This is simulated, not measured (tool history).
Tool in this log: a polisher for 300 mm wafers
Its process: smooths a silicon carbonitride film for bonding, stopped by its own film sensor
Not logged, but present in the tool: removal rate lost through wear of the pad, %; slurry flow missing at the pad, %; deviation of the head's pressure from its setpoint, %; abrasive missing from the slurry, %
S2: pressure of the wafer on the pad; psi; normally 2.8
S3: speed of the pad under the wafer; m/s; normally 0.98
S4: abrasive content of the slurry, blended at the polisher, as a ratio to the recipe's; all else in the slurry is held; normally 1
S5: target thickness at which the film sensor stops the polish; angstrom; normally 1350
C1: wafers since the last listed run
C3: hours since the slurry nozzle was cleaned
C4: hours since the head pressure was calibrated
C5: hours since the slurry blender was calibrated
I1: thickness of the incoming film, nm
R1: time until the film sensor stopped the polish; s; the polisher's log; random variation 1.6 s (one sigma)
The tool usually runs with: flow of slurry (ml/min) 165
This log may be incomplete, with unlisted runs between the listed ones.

run 1 hour=0 | flow_of_slurry_(ml/min)=165 S2=2.8 S3=0.98 S4=1 S5=1350 | C1=0 wafers_polished_on_this_pad=2263 C3=407.7 C4=298.6 C5=175.3 | I1=169.2 | R1=111.7
-- hour=27.9 head pressure recalibrated
run 2 hour=30.9 | flow_of_slurry_(ml/min)=165 S2=2.8 S3=0.98 S4=1 S5=1350 | C1=282 wafers_polished_on_this_pad=2546 C3=438.6 C4=3 C5=206.2 | I1=167.3 | R1=95.7
run 3 hour=88 | flow_of_slurry_(ml/min)=165 S2=2.8 S3=0.98 S4=1 S5=1350 | C1=558 wafers_polished_on_this_pad=3104 C3=495.7 C4=60.1 C5=263.3 | I1=170.3 | R1=99.7
-- hour=109.4 worn pad replaced by a new one
run 4 hour=118.4 | flow_of_slurry_(ml/min)=165 S2=2.8 S3=0.98 S4=1 S5=1350 | C1=258 wafers_polished_on_this_pad=88 C3=526.1 C4=90.5 C5=293.7 | I1=171.7 | R1=109.4
-- hour=178.7 slurry nozzle cleaned
-- hour=180.3 slurry blender recalibrated
run 5 hour=184.8 | flow_of_slurry_(ml/min)=165 S2=2.8 S3=0.98 S4=1 S5=1350 | C1=623 wafers_polished_on_this_pad=712 C3=6.1 C4=156.9 C5=4.5 | I1=169.4 | R1=107.6
run 6 hour=223.2 | flow_of_slurry_(ml/min)=165 S2=2.8 S3=0.98 S4=1 S5=1350 | C1=375 wafers_polished_on_this_pad=1088 C3=44.5 C4=195.3 C5=42.9 | I1=172.4 | R1=113
run 7 hour=258.7 | flow_of_slurry_(ml/min)=165 S2=2.8 S3=1.08 S4=1 S5=1350 | C1=347 wafers_polished_on_this_pad=1435 C3=80 C4=230.8 C5=78.4 | I1=169.4 | R1=98.3
run 8 hour=321.4 | flow_of_slurry_(ml/min)=165 S2=2.8 S3=0.98 S4=1 S5=1350 | C1=613 wafers_polished_on_this_pad=2048 C3=142.7 C4=293.5 C5=141.1 | I1=170.6 | R1=114.5
-- hour=364.6 head pressure recalibrated
-- hour=482.8 worn pad replaced by a new one
run 9 hour=495.7 | flow_of_slurry_(ml/min)=165 S2=2.8 S3=0.98 S4=1 S5=1350 | C1=1646 wafers_polished_on_this_pad=126 C3=317 C4=131.1 C5=315.4 | I1=171.1 | R1=109.5
run 10 hour=526.5 | flow_of_slurry_(ml/min)=165 S2=2.8 S3=0.98 S4=1 S5=1350 | C1=301 wafers_polished_on_this_pad=427 C3=347.8 C4=161.9 C5=346.2 | I1=168.2 | R1=99.2
-- hour=567.4 slurry blender recalibrated
run 11 hour=569.1 | flow_of_slurry_(ml/min)=165 S2=2.8 S3=0.98 S4=1 S5=1350 | C1=397 wafers_polished_on_this_pad=824 C3=390.4 C4=204.5 C5=1.7 | I1=167.6 | R1=105.3
run 12 hour=639.3 | flow_of_slurry_(ml/min)=165 S2=2.8 S3=0.98 S4=1 S5=1410 | C1=686 wafers_polished_on_this_pad=1511 C3=460.6 C4=274.7 C5=71.9 | I1=169.4 | R1=91.7
run 13 hour=684 | flow_of_slurry_(ml/min)=165 S2=2.8 S3=0.98 S4=1 S5=1350 | C1=437 wafers_polished_on_this_pad=1948 C3=505.3 C4=319.4 C5=116.6 | I1=170.1 | R1=115.4
-- hour=690.5 head pressure recalibrated
-- hour=744.2 slurry nozzle cleaned
run 14 hour=751.2 | flow_of_slurry_(ml/min)=165 S2=2.4 S3=0.98 S4=1 S5=1350 | C1=628 wafers_polished_on_this_pad=2577 C3=7 C4=60.7 C5=183.8 | I1=168.1 | R1=117.9
run 15 hour=787.3 | flow_of_slurry_(ml/min)=165 S2=2.8 S3=0.98 S4=1 S5=1350 | C1=353 wafers_polished_on_this_pad=2930 C3=43.1 C4=96.8 C5=219.9 | I1=173.2 | R1=110.9
-- hour=792.6 worn pad replaced by a new one, of another model than before
run 16 hour=819.6 | flow_of_slurry_(ml/min)=195 S2=2.8 S3=0.72 S4=1 S5=1380 | C1=276 wafers_polished_on_this_pad=263 C3=75.4 C4=129.1 C5=252.2 | I1=167.1 | R1=97.6
run 17 hour=878.9 | flow_of_slurry_(ml/min)=165 S2=2.3 S3=1.18 S4=1 S5=1290 | C1=580 wafers_polished_on_this_pad=843 C3=134.7 C4=188.4 C5=311.5 | I1=169.7 | R1=130.7
-- hour=902.9 slurry blender recalibrated
run 18 hour=921.5 | flow_of_slurry_(ml/min)=165 S2=2.8 S3=1.08 S4=1 S5=1290 | C1=397 wafers_polished_on_this_pad=1241 C3=177.3 C4=231 C5=18.6 | I1=169.6 | R1=119.2
run 19 hour=948 | flow_of_slurry_(ml/min)=115 S2=3.5 S3=0.98 S4=0.85 S5=1240 | C1=259 wafers_polished_on_this_pad=1500 C3=203.8 C4=257.5 C5=45.1 | I1=169.6 | R1=135.2
run 20 hour=984.1 | flow_of_slurry_(ml/min)=165 S2=2.8 S3=0.98 S4=1 S5=1350 | C1=353 wafers_polished_on_this_pad=1853 C3=239.9 C4=293.6 C5=81.2 | I1=170.5 | R1=111.7
run 21 hour=1027.6 | flow_of_slurry_(ml/min)=165 S2=2.8 S3=0.98 S4=0.75 S5=1350 | C1=425 wafers_polished_on_this_pad=2279 C3=283.4 C4=337.1 C5=124.7 | I1=170.8 | R1=123.3
-- hour=1041.5 head pressure recalibrated
-- hour=1084.8 worn pad replaced by a new one
run 22 hour=1145.5 | flow_of_slurry_(ml/min)=165 S2=2.8 S3=0.98 S4=1 S5=1350 | C1=1094 wafers_polished_on_this_pad=593 C3=401.3 C4=104 C5=242.6 | I1=169.3 | R1=105.1
run 23 hour=1191 | flow_of_slurry_(ml/min)=165 S2=2.8 S3=0.98 S4=1.3 S5=1350 | C1=445 wafers_polished_on_this_pad=1038 C3=446.8 C4=149.5 C5=288.1 | I1=168.1 | R1=92.6
-- hour=1212.1 slurry blender recalibrated
run 24 hour=1251.3 | flow_of_slurry_(ml/min)=145 S2=2.8 S3=0.98 S4=1 S5=1280 | C1=570 wafers_polished_on_this_pad=1609 C3=507.1 C4=209.8 C5=39.2 | I1=168.2 | R1=123.6
run 25 hour=1289.3 | flow_of_slurry_(ml/min)=165 S2=2.8 S3=0.98 S4=1 S5=1350 | C1=371 wafers_polished_on_this_pad=1980 C3=545.1 C4=247.8 C5=77.2 | I1=166.5 | R1=94.5
run 26 hour=1313.6 | flow_of_slurry_(ml/min)=165 S2=3.7 S3=0.72 S4=1.2 S5=1280 | C1=237 wafers_polished_on_this_pad=2218 C3=569.4 C4=272.1 C5=101.5 | I1=172.3 | R1=119.9
run 27 hour=1363.8 | flow_of_slurry_(ml/min)=140 S2=2.3 S3=1.2 S4=0.8 S5=1350 | C1=491 wafers_polished_on_this_pad=2709 C3=619.6 C4=322.3 C5=151.7 | I1=171.8 | R1=129.1
-- hour=1412 worn pad replaced by a new one
run 28 hour=1413.7 | flow_of_slurry_(ml/min)=105 S2=2.8 S3=1.18 S4=1 S5=1350 | C1=449 wafers_polished_on_this_pad=16 C3=669.5 C4=372.2 C5=201.6 | I1=169.9 | R1=107.7
-- hour=1422.5 slurry nozzle cleaned
run 29 hour=1446 | flow_of_slurry_(ml/min)=165 S2=2.8 S3=0.98 S4=1 S5=1350 | C1=306 wafers_polished_on_this_pad=322 C3=23.5 C4=404.5 C5=233.9 | I1=169.2 | R1=110.5
-- hour=1450.5 head pressure recalibrated
run 30 hour=1505.7 | flow_of_slurry_(ml/min)=165 S2=2.8 S3=0.98 S4=1 S5=1350 | C1=564 wafers_polished_on_this_pad=887 C3=83.2 C4=55.2 C5=293.6 | I1=172.5 | R1=107.2

Alternative continuations, all from the tool just after run 30; predict every row:
run A hour=1506.2 | flow_of_slurry_(ml/min)=165 S2=2.8 S3=0.98 S4=1 S5=1350 | C1=4 wafers_polished_on_this_pad=892 C3=83.7 C4=55.7 C5=294.1 | I1=171.6 | R1=?
run B hour=1506.2 | flow_of_slurry_(ml/min)=165 S2=2.8 S3=0.98 S4=0.9 S5=1350 | C1=4 wafers_polished_on_this_pad=892 C3=83.7 C4=55.7 C5=294.1 | I1=171.6 | R1=?
run C hour=1506.2 | flow_of_slurry_(ml/min)=165 S2=2.8 S3=0.98 S4=1.2 S5=1350 | C1=4 wafers_polished_on_this_pad=892 C3=83.7 C4=55.7 C5=294.1 | I1=171.6 | R1=?

run=A R1=103.8
run=B R1=107
run=C R1=98.6
With no hidden state in the tool, these same runs would have given:
run=A R1=103.9
run=B R1=107
run=C R1=98.6
